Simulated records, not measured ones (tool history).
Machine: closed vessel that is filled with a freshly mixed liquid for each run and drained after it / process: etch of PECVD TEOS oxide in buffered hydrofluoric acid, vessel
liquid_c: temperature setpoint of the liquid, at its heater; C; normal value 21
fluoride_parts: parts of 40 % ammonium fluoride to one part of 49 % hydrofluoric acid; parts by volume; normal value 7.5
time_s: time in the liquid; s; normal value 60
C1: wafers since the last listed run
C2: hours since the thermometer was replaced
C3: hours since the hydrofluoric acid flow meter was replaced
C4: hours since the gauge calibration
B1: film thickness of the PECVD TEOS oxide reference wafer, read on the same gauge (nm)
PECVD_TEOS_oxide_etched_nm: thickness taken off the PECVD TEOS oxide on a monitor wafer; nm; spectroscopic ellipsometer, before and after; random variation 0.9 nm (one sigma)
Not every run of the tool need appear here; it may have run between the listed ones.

run 1 day=0 | liquid_c=20 fluoride_parts=7.5 time_s=60 | C1=0 C2=644.8 C3=1618.6 C4=333.5 | B1=119.72 | PECVD_TEOS_oxide_etched_nm=249.77
run 2 day=3.783 | liquid_c=20 fluoride_parts=7.5 time_s=60 | C1=10584 C2=735.6 C3=1709.4 C4=424.3 | B1=119.31 | PECVD_TEOS_oxide_etched_nm=249.21
run 3 day=5.775 | liquid_c=23.5 fluoride_parts=7.5 time_s=60 | C1=5571 C2=783.4 C3=1757.2 C4=472.1 | B1=119 | PECVD_TEOS_oxide_etched_nm=300.21
run 4 day=6.875 | liquid_c=21 fluoride_parts=7.5 time_s=65 | C1=3077 C2=809.8 C3=1783.6 C4=498.5 | B1=118.81 | PECVD_TEOS_oxide_etched_nm=281.22
run 5 day=8.192 | liquid_c=23 fluoride_parts=7.5 time_s=70 | C1=3683 C2=841.4 C3=1815.2 C4=530.1 | B1=118.68 | PECVD_TEOS_oxide_etched_nm=339.61
run 6 day=9.217 | liquid_c=23 fluoride_parts=7.5 time_s=70 | C1=2867 C2=866 C3=1839.8 C4=554.7 | B1=118.47 | PECVD_TEOS_oxide_etched_nm=341.29
run 7 day=12.208 | liquid_c=19 fluoride_parts=9.5 time_s=60 | C1=8369 C2=937.8 C3=1911.6 C4=626.5 | B1=117.97 | PECVD_TEOS_oxide_etched_nm=183.33
run 8 day=13.504 | liquid_c=19 fluoride_parts=9.5 time_s=60 | C1=3625 C2=968.9 C3=1942.7 C4=657.6 | B1=117.67 | PECVD_TEOS_oxide_etched_nm=181.8
run 9 day=16.012 | liquid_c=21 fluoride_parts=7.5 time_s=60 | C1=7017 C2=1029.1 C3=2002.9 C4=717.8 | B1=117.18 | PECVD_TEOS_oxide_etched_nm=255.42
-- day=16.904 gauge calibrated
run 10 day=17.925 | liquid_c=21 fluoride_parts=7.5 time_s=60 | C1=5350 C2=1075 C3=2048.8 C4=24.5 | B1=119.8 | PECVD_TEOS_oxide_etched_nm=262.56
run 11 day=24.067 | liquid_c=21 fluoride_parts=7.5 time_s=60 | C1=17181 C2=1222.4 C3=2196.2 C4=171.9 | B1=119.6 | PECVD_TEOS_oxide_etched_nm=261.93
run 12 day=26.321 | liquid_c=17 fluoride_parts=6 time_s=30 | C1=6306 C2=1276.5 C3=2250.3 C4=226 | B1=119.5 | PECVD_TEOS_oxide_etched_nm=128.42
run 13 day=28.746 | liquid_c=21 fluoride_parts=6 time_s=95 | C1=6784 C2=1334.7 C3=2308.5 C4=284.2 | B1=119.29 | PECVD_TEOS_oxide_etched_nm=508.2
-- day=29.079 thermometer replaced
run 14 day=31.554 | liquid_c=18.5 fluoride_parts=10.5 time_s=60 | C1=7739 C2=59.4 C3=2375.9 C4=351.6 | B1=118.99 | PECVD_TEOS_oxide_etched_nm=166.07
run 15 day=33.042 | liquid_c=17 fluoride_parts=7.5 time_s=60 | C1=4161 C2=95.1 C3=2411.6 C4=387.3 | B1=118.86 | PECVD_TEOS_oxide_etched_nm=208.29
run 16 day=36.012 | liquid_c=21 fluoride_parts=9.5 time_s=40 | C1=8311 C2=166.4 C3=2482.9 C4=458.6 | B1=118.45 | PECVD_TEOS_oxide_etched_nm=137.08
-- day=36.117 hydrofluoric acid flow meter replaced
run 17 day=38.612 | liquid_c=17 fluoride_parts=10 time_s=70 | C1=7157 C2=228.8 C3=59.9 C4=521 | B1=118.08 | PECVD_TEOS_oxide_etched_nm=185.1
run 18 day=40.067 | liquid_c=19.5 fluoride_parts=10 time_s=90 | C1=4068 C2=263.7 C3=94.8 C4=555.9 | B1=117.82 | PECVD_TEOS_oxide_etched_nm=273.62
-- day=40.629 gauge calibrated
run 19 day=42.083 | liquid_c=21 fluoride_parts=7.5 time_s=60 | C1=5641 C2=312.1 C3=143.2 C4=34.9 | B1=120.08 | PECVD_TEOS_oxide_etched_nm=264.38
run 20 day=43.7 | liquid_c=23.5 fluoride_parts=10 time_s=60 | C1=4522 C2=350.9 C3=182 C4=73.7 | B1=120.07 | PECVD_TEOS_oxide_etched_nm=232.09
run 21 day=45.321 | liquid_c=21 fluoride_parts=7.5 time_s=60 | C1=4534 C2=389.8 C3=220.9 C4=112.6 | B1=120.01 | PECVD_TEOS_oxide_etched_nm=264.71
run 22 day=47.521 | liquid_c=17.5 fluoride_parts=5 time_s=85 | C1=6154 C2=442.6 C3=273.7 C4=165.4 | B1=119.94 | PECVD_TEOS_oxide_etched_nm=440.97

Hidden state at the last listed run before each entry between runs and at the first one after, where it differs:
In the gap between runs 9 and 10: gauge calibrated (day 16.904)
  gauge reads high (%): -2.37 -> -0.177
  measured minus no-state result, PECVD_TEOS_oxide_etched_nm: -6.2 -> -0.46 nm
In the gap between runs 13 and 14: thermometer replaced (day 29.079)
  gauge reads high (%): -0.601 -> -0.828
  measured minus no-state result, PECVD_TEOS_oxide_etched_nm: -3.07 -> -1.39 nm
In the gap between runs 16 and 17: hydrofluoric acid flow meter replaced (day 36.117)
  gauge reads high (%): -1.29 -> -1.61
  measured minus no-state result, PECVD_TEOS_oxide_etched_nm: -1.79 -> -3.02 nm
In the gap between runs 18 and 19: gauge calibrated (day 40.629)
  gauge reads high (%): -1.81 -> 0.0704
  measured minus no-state result, PECVD_TEOS_oxide_etched_nm: -5.04 -> +0.19 nm

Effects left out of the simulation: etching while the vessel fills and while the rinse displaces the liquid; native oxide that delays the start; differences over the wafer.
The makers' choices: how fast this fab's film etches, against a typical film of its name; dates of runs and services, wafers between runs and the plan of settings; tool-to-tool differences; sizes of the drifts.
